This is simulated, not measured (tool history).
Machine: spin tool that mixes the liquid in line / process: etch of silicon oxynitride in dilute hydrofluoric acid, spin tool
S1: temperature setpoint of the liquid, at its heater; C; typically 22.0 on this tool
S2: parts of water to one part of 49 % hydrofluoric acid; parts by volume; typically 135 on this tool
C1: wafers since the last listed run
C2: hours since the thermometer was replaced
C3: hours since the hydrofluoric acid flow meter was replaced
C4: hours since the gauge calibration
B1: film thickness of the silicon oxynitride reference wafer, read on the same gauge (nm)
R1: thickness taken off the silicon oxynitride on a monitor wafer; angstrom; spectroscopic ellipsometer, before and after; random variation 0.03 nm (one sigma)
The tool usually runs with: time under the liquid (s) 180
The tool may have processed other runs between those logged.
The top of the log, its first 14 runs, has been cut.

Run 15, day 16.242: usual settings but S1 24.5 C; C1 166; C2 112.6; C3 1333.8; C4 504.3; B1 120.009. Result: R1 17.00 angstrom.
Run 16, day 17.658: usual settings; C1 187; C2 146.6; C3 1367.8; C4 538.3; B1 119.989. Result: R1 14.73 angstrom.
Run 17, day 18.925: usual settings but time under the liquid (s) 80; C1 167; C2 177.0; C3 1398.2; C4 568.7; B1 119.982. Result: R1 6.53 angstrom.
Run 18, day 20.046: usual settings but S2 185 parts by volume, time under the liquid (s) 105; C1 148; C2 203.9; C3 1425.1; C4 595.6; B1 119.998. Result: R1 6.03 angstrom.
Run 19, day 21.050: usual settings; C1 132; C2 228.0; C3 1449.2; C4 619.7; B1 120.006. Result: R1 14.82 angstrom.
At day 21.446: hydrofluoric acid flow meter replaced.
Run 20, day 22.350: usual settings but S1 26.0 C, S2 110 parts by volume, time under the liquid (s) 75; C1 166; C2 259.2; C3 21.7; C4 650.9; B1 120.022. Result: R1 10.63 angstrom.
Run 21, day 22.896: usual settings; C1 72; C2 272.3; C3 34.8; C4 664.0; B1 119.987. Result: R1 17.02 angstrom.
Run 22, day 23.571: usual settings but S2 180 parts by volume; C1 89; C2 288.5; C3 51.0; C4 680.2; B1 119.999. Result: R1 11.94 angstrom.
Run 23, day 24.492: usual settings but S1 20.0 C, S2 65 parts by volume, time under the liquid (s) 130; C1 121; C2 310.6; C3 73.1; C4 702.3; B1 120.031. Result: R1 24.15 angstrom.
Run 24, day 25.317: usual settings but S1 17.5 C, S2 75 parts by volume, time under the liquid (s) 115; C1 108; C2 330.4; C3 92.9; C4 722.1; B1 120.026. Result: R1 16.46 angstrom.
At day 25.412: gauge calibrated.
Run 25, day 26.771: usual settings but S1 18.0 C, S2 80 parts by volume, time under the liquid (s) 225; C1 192; C2 365.3; C3 127.8; C4 32.6; B1 120.007. Result: R1 29.88 angstrom.
Run 26, day 28.217: usual settings but S1 24.5 C; C1 190; C2 400.0; C3 162.5; C4 67.3; B1 120.003. Result: R1 18.66 angstrom.
Run 27, day 29.238: usual settings but S1 18.0 C; C1 134; C2 424.5; C3 187.0; C4 91.8; B1 120.025. Result: R1 13.56 angstrom.
Run 28, day 30.362: usual settings but time under the liquid (s) 110; C1 148; C2 451.5; C3 214.0; C4 118.8; B1 119.974. Result: R1 10.22 angstrom.
Run 29, day 31.675: usual settings but S1 26.5 C; C1 173; C2 483.0; C3 245.5; C4 150.3; B1 120.043. Result: R1 20.07 angstrom.
Run 30, day 32.721: usual settings but S1 25.0 C, S2 105 parts by volume, time under the liquid (s) 220; C1 138; C2 508.1; C3 270.6; C4 175.4; B1 119.995. Result: R1 30.79 angstrom.
Run 31, day 33.583: usual settings but S1 24.5 C, S2 185 parts by volume, time under the liquid (s) 145; C1 113; C2 528.8; C3 291.3; C4 196.1; B1 119.997. Result: R1 10.21 angstrom.

4 ways to go on from here, each from the tool as it stands after run 31. What would each give?
Run A, day 33.604: usual settings; C1 2; C2 529.3; C3 291.8; C4 196.6; B1 ?. Result: R1 ?.
Run B, day 33.604: usual settings but time under the liquid (s) 230; C1 2; C2 529.3; C3 291.8; C4 196.6; B1 ?. Result: R1 ?.
Run C, day 33.604: usual settings but S2 110 parts by volume, time under the liquid (s) 95; C1 2; C2 529.3; C3 291.8; C4 196.6; B1 ?. Result: R1 ?.
Run D, day 33.604: usual settings but S2 190 parts by volume, time under the liquid (s) 225; C1 2; C2 529.3; C3 291.8; C4 196.6; B1 ?. Result: R1 ?.

run       B1     R1
  A  120.000  16.21
  B  120.000  20.71
  C  120.000  10.71
  D  120.000  13.81
Stripped of hidden state, with their random variation kept, the same runs would have yielded:
run     R1
  A  17.14
  B  21.90
  C  11.31
  D  14.62

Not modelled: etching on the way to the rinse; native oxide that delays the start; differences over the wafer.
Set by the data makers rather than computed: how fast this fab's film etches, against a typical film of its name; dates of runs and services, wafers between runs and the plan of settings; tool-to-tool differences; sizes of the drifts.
